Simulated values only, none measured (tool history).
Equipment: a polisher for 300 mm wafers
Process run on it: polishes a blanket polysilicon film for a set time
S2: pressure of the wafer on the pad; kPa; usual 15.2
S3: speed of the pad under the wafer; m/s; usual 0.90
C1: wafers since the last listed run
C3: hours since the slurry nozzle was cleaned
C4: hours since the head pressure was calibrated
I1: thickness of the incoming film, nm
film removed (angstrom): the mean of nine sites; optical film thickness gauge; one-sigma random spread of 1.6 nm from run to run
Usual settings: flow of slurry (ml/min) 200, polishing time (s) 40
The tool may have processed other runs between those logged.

{"run": 1, "hour": 0.0, "flow of slurry (ml/min)": 200, "S2": 15.2, "S3": 0.9, "polishing time (s)": 40, "C1": 0, "wafers polished on this pad": 1547, "C3": 528.9, "C4": 446.8, "I1": 958.1, "film removed (angstrom)": 1873}
{"run": 2, "hour": 27.8, "flow of slurry (ml/min)": 200, "S2": 15.2, "S3": 0.9, "polishing time (s)": 40, "C1": 341, "wafers polished on this pad": 1888, "C3": 556.7, "C4": 474.6, "I1": 943.6, "film removed (angstrom)": 1901}
{"hour": 39.4, "done": "worn pad replaced by a new one"}
{"run": 3, "hour": 55.9, "flow of slurry (ml/min)": 200, "S2": 15.2, "S3": 0.9, "polishing time (s)": 40, "C1": 295, "wafers polished on this pad": 202, "C3": 584.8, "C4": 502.7, "I1": 954.2, "film removed (angstrom)": 1899}
{"run": 4, "hour": 82.0, "flow of slurry (ml/min)": 200, "S2": 15.2, "S3": 0.9, "polishing time (s)": 40, "C1": 320, "wafers polished on this pad": 523, "C3": 610.9, "C4": 528.8, "I1": 929.9, "film removed (angstrom)": 1874}
{"run": 5, "hour": 107.3, "flow of slurry (ml/min)": 200, "S2": 15.2, "S3": 0.9, "polishing time (s)": 40, "C1": 310, "wafers polished on this pad": 833, "C3": 636.2, "C4": 554.1, "I1": 944.2, "film removed (angstrom)": 1878}
{"run": 6, "hour": 140.7, "flow of slurry (ml/min)": 200, "S2": 15.2, "S3": 0.9, "polishing time (s)": 40, "C1": 409, "wafers polished on this pad": 1243, "C3": 669.6, "C4": 587.5, "I1": 953.5, "film removed (angstrom)": 1911}
{"hour": 205.6, "done": "worn pad replaced by a new one"}
{"run": 7, "hour": 235.1, "flow of slurry (ml/min)": 200, "S2": 15.2, "S3": 0.9, "polishing time (s)": 40, "C1": 1109, "wafers polished on this pad": 362, "C3": 764.0, "C4": 681.9, "I1": 943.9, "film removed (angstrom)": 1918}
{"run": 8, "hour": 253.3, "flow of slurry (ml/min)": 200, "S2": 15.2, "S3": 0.9, "polishing time (s)": 40, "C1": 223, "wafers polished on this pad": 585, "C3": 782.2, "C4": 700.1, "I1": 960.0, "film removed (angstrom)": 1904}
{"run": 9, "hour": 281.1, "flow of slurry (ml/min)": 200, "S2": 15.2, "S3": 1.0, "polishing time (s)": 40, "C1": 341, "wafers polished on this pad": 926, "C3": 810.0, "C4": 727.9, "I1": 960.8, "film removed (angstrom)": 2043}
{"hour": 292.2, "done": "head pressure recalibrated"}
{"run": 10, "hour": 296.8, "flow of slurry (ml/min)": 200, "S2": 15.2, "S3": 1.0, "polishing time (s)": 40, "C1": 168, "wafers polished on this pad": 1094, "C3": 825.7, "C4": 4.6, "I1": 953.5, "film removed (angstrom)": 2023}
{"run": 11, "hour": 330.7, "flow of slurry (ml/min)": 200, "S2": 15.2, "S3": 1.0, "polishing time (s)": 40, "C1": 415, "wafers polished on this pad": 1510, "C3": 859.6, "C4": 38.5, "I1": 949.3, "film removed (angstrom)": 2050}
{"run": 12, "hour": 351.1, "flow of slurry (ml/min)": 250, "S2": 15.2, "S3": 0.9, "polishing time (s)": 40, "C1": 250, "wafers polished on this pad": 1760, "C3": 880.0, "C4": 58.9, "I1": 936.2, "film removed (angstrom)": 1954}
{"hour": 369.8, "done": "worn pad replaced by a new one"}
{"hour": 447.1, "done": "slurry nozzle cleaned"}
{"run": 13, "hour": 451.9, "flow of slurry (ml/min)": 250, "S2": 15.2, "S3": 0.9, "polishing time (s)": 40, "C1": 1175, "wafers polished on this pad": 995, "C3": 4.8, "C4": 159.7, "I1": 930.6, "film removed (angstrom)": 1950}
{"run": 14, "hour": 481.2, "flow of slurry (ml/min)": 200, "S2": 10.3, "S3": 0.9, "polishing time (s)": 40, "C1": 359, "wafers polished on this pad": 1354, "C3": 34.1, "C4": 189.0, "I1": 944.3, "film removed (angstrom)": 1357}
{"run": 15, "hour": 510.7, "flow of slurry (ml/min)": 200, "S2": 17.2, "S3": 0.76, "polishing time (s)": 40, "C1": 361, "wafers polished on this pad": 1716, "C3": 63.6, "C4": 218.5, "I1": 942.8, "film removed (angstrom)": 1878}
{"run": 16, "hour": 526.2, "flow of slurry (ml/min)": 200, "S2": 19.3, "S3": 0.9, "polishing time (s)": 40, "C1": 190, "wafers polished on this pad": 1906, "C3": 79.1, "C4": 234.0, "I1": 934.4, "film removed (angstrom)": 2382}
{"hour": 550.9, "done": "worn pad replaced by a new one"}
{"run": 17, "hour": 557.3, "flow of slurry (ml/min)": 240, "S2": 15.2, "S3": 0.9, "polishing time (s)": 40, "C1": 332, "wafers polished on this pad": 78, "C3": 110.2, "C4": 265.1, "I1": 943.4, "film removed (angstrom)": 1947}
{"run": 18, "hour": 583.5, "flow of slurry (ml/min)": 200, "S2": 17.2, "S3": 0.76, "polishing time (s)": 40, "C1": 321, "wafers polished on this pad": 399, "C3": 136.4, "C4": 291.3, "I1": 933.8, "film removed (angstrom)": 1876}
{"run": 19, "hour": 612.5, "flow of slurry (ml/min)": 165, "S2": 11.0, "S3": 0.6, "polishing time (s)": 40, "C1": 355, "wafers polished on this pad": 755, "C3": 165.4, "C4": 320.3, "I1": 958.4, "film removed (angstrom)": 1028}
{"run": 20, "hour": 633.4, "flow of slurry (ml/min)": 200, "S2": 20.0, "S3": 0.76, "polishing time (s)": 44, "C1": 256, "wafers polished on this pad": 1011, "C3": 186.3, "C4": 341.2, "I1": 946.2, "film removed (angstrom)": 2390}
{"run": 21, "hour": 657.0, "flow of slurry (ml/min)": 200, "S2": 15.2, "S3": 1.14, "polishing time (s)": 40, "C1": 289, "wafers polished on this pad": 1301, "C3": 209.9, "C4": 364.8, "I1": 950.5, "film removed (angstrom)": 2248}
{"run": 22, "hour": 683.3, "flow of slurry (ml/min)": 200, "S2": 15.2, "S3": 0.9, "polishing time (s)": 40, "C1": 322, "wafers polished on this pad": 1623, "C3": 236.2, "C4": 391.1, "I1": 956.9, "film removed (angstrom)": 1903}
{"hour": 702.6, "done": "worn pad replaced by a new one"}
{"run": 23, "hour": 768.0, "flow of slurry (ml/min)": 200, "S2": 15.2, "S3": 0.9, "polishing time (s)": 40, "C1": 990, "wafers polished on this pad": 801, "C3": 320.9, "C4": 475.8, "I1": 958.9, "film removed (angstrom)": 1873}
{"run": 24, "hour": 789.3, "flow of slurry (ml/min)": 200, "S2": 15.2, "S3": 0.9, "polishing time (s)": 31, "C1": 261, "wafers polished on this pad": 1063, "C3": 342.2, "C4": 497.1, "I1": 952.9, "film removed (angstrom)": 1458}
{"run": 25, "hour": 813.9, "flow of slurry (ml/min)": 160, "S2": 15.2, "S3": 0.9, "polishing time (s)": 40, "C1": 301, "wafers polished on this pad": 1364, "C3": 366.8, "C4": 521.7, "I1": 949.9, "film removed (angstrom)": 1833}
{"run": 26, "hour": 827.0, "flow of slurry (ml/min)": 135, "S2": 18.6, "S3": 0.9, "polishing time (s)": 40, "C1": 160, "wafers polished on this pad": 1525, "C3": 379.9, "C4": 534.8, "I1": 963.4, "film removed (angstrom)": 2144}

Run 27 is up next; what results do you expect?
{"run": 27, "hour": 860.0, "flow of slurry (ml/min)": 200, "S2": 20.0, "S3": 0.9, "polishing time (s)": 27, "C1": 404, "wafers polished on this pad": 1930, "C3": 412.9, "C4": 567.8, "I1": 934.3, "film removed (angstrom)": "?"}

Run 27 came out at film removed (angstrom) 1651.
Take away the tool's hidden state, keep the run-to-run variation as it was, and the same run would have given film removed (angstrom) 1651.
